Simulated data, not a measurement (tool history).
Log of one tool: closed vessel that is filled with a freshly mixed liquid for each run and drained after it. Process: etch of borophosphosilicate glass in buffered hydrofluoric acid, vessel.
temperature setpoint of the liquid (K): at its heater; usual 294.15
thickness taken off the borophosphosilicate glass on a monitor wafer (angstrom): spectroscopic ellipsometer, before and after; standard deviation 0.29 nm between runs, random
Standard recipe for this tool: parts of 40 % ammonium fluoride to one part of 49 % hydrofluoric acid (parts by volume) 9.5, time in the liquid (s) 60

run,day,temperature setpoint of the liquid (K),parts of 40 % ammonium fluoride to one part of 49 % hydrofluoric acid (parts by volume),time in the liquid (s),"read-back film thickness of the borophosphosilicate glass reference wafer, read on the same gauge (nm)",thickness taken off the borophosphosilicate glass on a monitor wafer (angstrom)
1,0,290.15,12,60,109.99,683
2,0.425,290.15,12,60,110.01,680.9
3,0.712,294.15,9.5,35,110,616.2
4,1.229,294.15,9.5,35,109.95,618.1
5,1.538,294.15,9.5,35,110.01,616.9
6,2.033,294.15,9.5,60,109.99,1053.9
7,2.542,294.15,9.5,60,110,1058.8
8,2.8,296.65,6,85,109.99,2681.5
9,3.342,294.15,9.5,60,109.99,1049.6
# day 3.983: gauge calibrated
10,4.05,290.65,11.5,50,110.02,607.8
# day 4.096: hydrofluoric acid flow meter replaced
11,4.6,295.65,6,75,109.98,2230.4
# day 5.079: thermometer replaced
12,5.308,294.15,9.5,60,109.99,1214.1
13,5.733,292.15,6,40,110.02,1136
14,6.083,299.15,9.5,35,110.01,928.2
15,6.488,296.15,9.5,60,109.97,1348.7

What the log doesn't show, run by run:
hydrofluoric acid flow below the setpoint (%): 0, the same for each run
gauge reads high (%): 0, the same for each run
H1: liquid colder than its thermometer reads (K)
run,H1
1,2.72
2,2.73
3,2.74
4,2.76
5,2.77
6,2.78
7,2.8
8,2.81
9,2.83
10,2.85
11,2.87
12,0.283
13,0.297
14,0.308
15,0.321
